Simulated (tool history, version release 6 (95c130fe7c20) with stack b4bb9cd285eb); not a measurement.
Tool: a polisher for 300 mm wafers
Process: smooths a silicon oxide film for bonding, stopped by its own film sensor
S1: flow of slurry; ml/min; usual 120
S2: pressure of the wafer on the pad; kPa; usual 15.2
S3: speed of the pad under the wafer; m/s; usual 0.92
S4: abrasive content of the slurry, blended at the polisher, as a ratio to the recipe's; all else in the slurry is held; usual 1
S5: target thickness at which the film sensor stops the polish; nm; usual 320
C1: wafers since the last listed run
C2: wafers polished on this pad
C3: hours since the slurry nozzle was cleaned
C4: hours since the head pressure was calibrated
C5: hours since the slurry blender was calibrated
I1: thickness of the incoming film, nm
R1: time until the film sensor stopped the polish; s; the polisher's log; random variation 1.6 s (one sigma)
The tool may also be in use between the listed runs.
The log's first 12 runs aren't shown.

run     day   S1    S2    S3    S4   S5   C1    C2     C3     C4     C5     I1     R1
 13  33.375  120  15.2  0.92   0.8  320  532  1684  368.9  579.4  433.2  392.1  130.1
 14  34.629  120  15.2  0.92     1  320  158  1843    399  609.5  463.3    389  113.8
     35.333  -- slurry blender recalibrated
 15  37.229  120  16.5   1.2   0.8  329  318  2161  461.4  671.9   45.5  389.8   81.6
     37.812  -- worn pad replaced by a new one
 16   39.95  135  12.4  0.92     1  320  322   270  526.7  737.2  110.8  393.5  143.6
 17  42.512  130  15.2  0.92     1  320  324   594  588.2  798.7  172.3  390.1  111.2
 18  44.588  120  13.1  0.92     1  320  262   856    638  848.5  222.1  393.9  136.1
      44.75  -- slurry nozzle cleaned
 19    46.1  120    20  0.92     1  330  185  1042   32.4  884.8  258.4  390.5   70.2
     48.096  -- head pressure recalibrated
 20  48.888  120  15.2  0.72     1  320  341  1384   99.3     19  325.3  382.8  124.4
 21  51.808  100  15.2  0.92     1  303  369  1754  169.4   89.1  395.4  384.3  141.4
 22  53.471  155  15.2  0.92     1  320  210  1964  209.3    129  435.3  395.3  121.6
     53.904  -- slurry blender recalibrated
 23  54.875  120  15.2  0.92  0.85  320  167  2131    243  162.7   23.3  391.2  126.7
     56.604  -- worn pad replaced by a new one
 24  56.767  110  18.6  0.92     1  320  218    20  288.4  208.1   68.7  387.8   95.3
 25  59.175  120  13.1  1.02     1  344  304   324  346.2  265.9  126.5  387.5   78.5
 26  60.329  120  17.2  0.92     1  320  145   470  373.9  293.6  154.2  388.5   99.9
 27  63.254  160  16.5  0.92  0.75  320  369   840  444.1  363.8  224.4  384.9    105
 28  64.621  135  13.8  0.92   1.1  305  172  1013  476.9  396.6  257.2  394.1  150.5
 29   65.65  120  15.2  0.92     1  320  130  1143  501.6  421.3  281.9  382.4  100.3
 30  67.725  120  10.3   0.8  1.25  320  262  1406  551.4  471.1  331.7  387.1    156
 31  69.979  120  15.2  0.92     1  320  285  1691  605.5  525.2  385.8  396.3    123

Forecast each of these 3 alternatives for the next run:
  A   70  120  16.5  0.92   1  320   2  1693  606  525.7  386.3  389.3   ?
  B   70  120  15.2  0.92   1  343   2  1693  606  525.7  386.3  389.3   ?
  C   70  105  18.6  0.74   1  320   2  1693  606  525.7  386.3  389.3   ?

run     R1
  A  101.1
  B   73.7
  C  107.1
Without the tool's hidden state the same runs would have given:
run     R1
  A  105.4
  B   76.8
  C  111.7
